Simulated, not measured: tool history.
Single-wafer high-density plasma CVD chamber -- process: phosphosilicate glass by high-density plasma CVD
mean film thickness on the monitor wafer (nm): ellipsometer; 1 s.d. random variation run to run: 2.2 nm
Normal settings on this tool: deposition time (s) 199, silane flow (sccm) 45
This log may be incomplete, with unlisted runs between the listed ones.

| run | hour | deposition time (s) | silane flow (sccm) | wafers since the last listed run | hours since the silane flow controller was replaced | hours since the gauge calibration | read-back reference wafer on the same gauge, thickness_nm | mean film thickness on the monitor wafer (nm) |
|---|---|---|---|---|---|---|---|---|
| 1 | 0 | 199 | 45 | 0 | 1890.7 | 481.9 | 1053.601 | 925.567 |
| 2 | 91.8 | 199 | 45 | 932 | 1982.5 | 573.7 | 1052.335 | 921.386 |
| 3 | 145.5 | 207 | 45 | 545 | 2036.2 | 627.4 | 1051.294 | 964.903 |
| 4 | 214.2 | 217 | 45 | 698 | 2104.9 | 696.1 | 1051.304 | 1004.916 |
| 5 | 315.7 | 199 | 45 | 1031 | 2206.4 | 797.6 | 1050.167 | 920.222 |
| 6 | 421.7 | 199 | 45 | 1077 | 2312.4 | 903.6 | 1049.603 | 922.1 |
| 7 | 464.9 | 199 | 45 | 439 | 2355.6 | 946.8 | 1049.305 | 922.862 |
|  | 499.3 | silane flow controller replaced |
| 8 | 529.3 | 199 | 45 | 573 | 30 | 1011.2 | 1049.702 | 920.943 |
| 9 | 625.1 | 199 | 51 | 973 | 125.8 | 1107 | 1048.867 | 1026.536 |
| 10 | 709.7 | 199 | 45 | 859 | 210.4 | 1191.6 | 1048.236 | 921.967 |
|  | 875.9 | gauge calibrated |
| 11 | 1026.9 | 199 | 45 | 3223 | 527.6 | 151 | 1057.591 | 928.55 |
| 12 | 1106.6 | 199 | 45 | 809 | 607.3 | 230.7 | 1056.108 | 926.086 |
| 13 | 1159.3 | 213 | 52 | 535 | 660 | 283.4 | 1054.592 | 1123.675 |
| 14 | 1231.7 | 173 | 48 | 735 | 732.4 | 355.8 | 1053.22 | 850.921 |
| 15 | 1291.7 | 162 | 53 | 609 | 792.4 | 415.8 | 1052.543 | 871.203 |
| 16 | 1334.5 | 170 | 50 | 434 | 835.2 | 458.6 | 1051.692 | 866.664 |
| 17 | 1477.8 | 170 | 47 | 1456 | 978.5 | 601.9 | 1049.862 | 816.582 |
| 18 | 1577.1 | 199 | 38 | 1009 | 1077.8 | 701.2 | 1049.173 | 795.146 |

4 options for the next run, each taken on its own from the tool as it stands now. Forecast them:
| A | 1577.6 | 199 | 45 | 5 | 1078.3 | 701.7 | ? | ? |
| B | 1577.6 | 237 | 50 | 5 | 1078.3 | 701.7 | ? | ? |
| C | 1577.6 | 171 | 45 | 5 | 1078.3 | 701.7 | ? | ? |
| D | 1577.6 | 199 | 41 | 5 | 1078.3 | 701.7 | ? | ? |

| run | read-back reference wafer on the same gauge, thickness_nm | mean film thickness on the monitor wafer (nm) |
|---|---|---|
| A | 1049.454 | 921.082 |
| B | 1049.454 | 1202.544 |
| C | 1049.454 | 791.482 |
| D | 1049.454 | 850.162 |
Without the tool's hidden state the same runs would have given:
| run | mean film thickness on the monitor wafer (nm) |
|---|---|
| A | 935.108 |
| B | 1220.856 |
| C | 803.535 |
| D | 863.109 |

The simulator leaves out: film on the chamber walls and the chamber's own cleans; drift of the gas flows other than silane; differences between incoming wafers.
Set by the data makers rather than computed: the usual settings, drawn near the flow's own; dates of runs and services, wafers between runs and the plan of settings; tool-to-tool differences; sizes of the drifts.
